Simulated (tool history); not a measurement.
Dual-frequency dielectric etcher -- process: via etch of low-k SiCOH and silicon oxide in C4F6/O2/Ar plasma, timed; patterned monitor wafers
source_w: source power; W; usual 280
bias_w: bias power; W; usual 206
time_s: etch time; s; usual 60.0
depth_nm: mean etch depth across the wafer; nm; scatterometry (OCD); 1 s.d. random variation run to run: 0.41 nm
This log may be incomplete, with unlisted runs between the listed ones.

run   hour  source_w  bias_w  time_s  wafers since the last listed run  hours since the last wet clean  hours since the last source power generator calibration  hours since the last bias power generator calibration  hours since the last upper electrode change  hours since the gauge calibration  read-back reference wafer on the same gauge, depth_nm  depth_nm
  1    0.0       250     206    56.5                                 0                           286.1                                                   2433.2                                                 2744.3                                       5266.7                              372.2                                                  127.0     138.5
  2   25.1       250     206    56.5                               383                           311.2                                                   2458.3                                                 2769.4                                       5291.8                              397.3                                                  127.0     138.8
  3   46.9       280     206    60.0                               333                           333.0                                                   2480.1                                                 2791.2                                       5313.6                              419.1                                                  126.9     152.3
  4   79.9       320     206    60.0                               504                           366.0                                                   2513.1                                                 2824.2                                       5346.6                              452.1                                                  127.1     159.7
  5  107.1       320     206    60.0                               415                           393.2                                                   2540.3                                                 2851.4                                       5373.8                              479.3                                                  127.0     159.0
  6  136.1       320     206    60.0                               443                           422.2                                                   2569.3                                                 2880.4                                       5402.8                              508.3                                                  127.0     158.5
  7  237.1       280     185    60.0                              1544                           523.2                                                   2670.3                                                 2981.4                                       5503.8                              609.3                                                  127.1     143.2
     264.6  -- gauge calibrated
     271.3  -- bias power generator calibrated
  8  271.8       280     185    60.0                               469                           557.9                                                   2705.0                                                    0.5                                       5538.5                                7.2                                                  126.9     142.8
     277.4  -- source power generator calibrated
  9  289.3       280     185    60.0                               206                           575.4                                                     11.9                                                   18.0                                       5556.0                               24.7                                                  126.9     143.0
     333.1  -- wet clean of the chamber
 10  333.6       280     219    60.0                               310                             0.5                                                     56.2                                                   62.3                                       5600.3                               69.0                                                  126.9     161.6
     359.6  -- upper electrode replaced
 11  360.1       280     206    60.0                                38                            27.0                                                     82.7                                                   88.8                                          0.5                               95.5                                                  127.0     156.6
 12  383.5       250     206    56.5                               357                            50.4                                                    106.1                                                  112.2                                         23.9                              118.9                                                  127.0     141.6
 13  396.2       330     206    72.0                               194                            63.1                                                    118.8                                                  124.9                                         36.6                              131.6                                                  127.0     198.3
 14  419.8       280     206    74.0                               360                            86.7                                                    142.4                                                  148.5                                         60.2                              155.2                                                  127.0     192.9
 15  434.8       280     240    68.0                               229                           101.7                                                    157.4                                                  163.5                                         75.2                              170.2                                                  126.9     191.8
 16  459.6       280     249    76.0                               379                           126.5                                                    182.2                                                  188.3                                        100.0                              195.0                                                  127.0     216.9
 17  485.6       330     166    43.0                               397                           152.5                                                    208.2                                                  214.3                                        126.0                              221.0                                                  126.9     104.9
 18  504.7       280     206    60.0                               292                           171.6                                                    227.3                                                  233.4                                        145.1                              240.1                                                  127.1     155.1

Run 19 has not been measured yet. What should we expect?
 19  534.9       280     206    60.0                               461                           201.8                                                    257.5                                                  263.6                                        175.3                              270.3                                                      ?         ?

{"run 19": {"read-back reference wafer on the same gauge, depth_nm": 127.0, "depth_nm": 155.3}}
With the hidden condition absent and the run-to-run variation left alone, this run would have shown depth_nm 156.5 nm.

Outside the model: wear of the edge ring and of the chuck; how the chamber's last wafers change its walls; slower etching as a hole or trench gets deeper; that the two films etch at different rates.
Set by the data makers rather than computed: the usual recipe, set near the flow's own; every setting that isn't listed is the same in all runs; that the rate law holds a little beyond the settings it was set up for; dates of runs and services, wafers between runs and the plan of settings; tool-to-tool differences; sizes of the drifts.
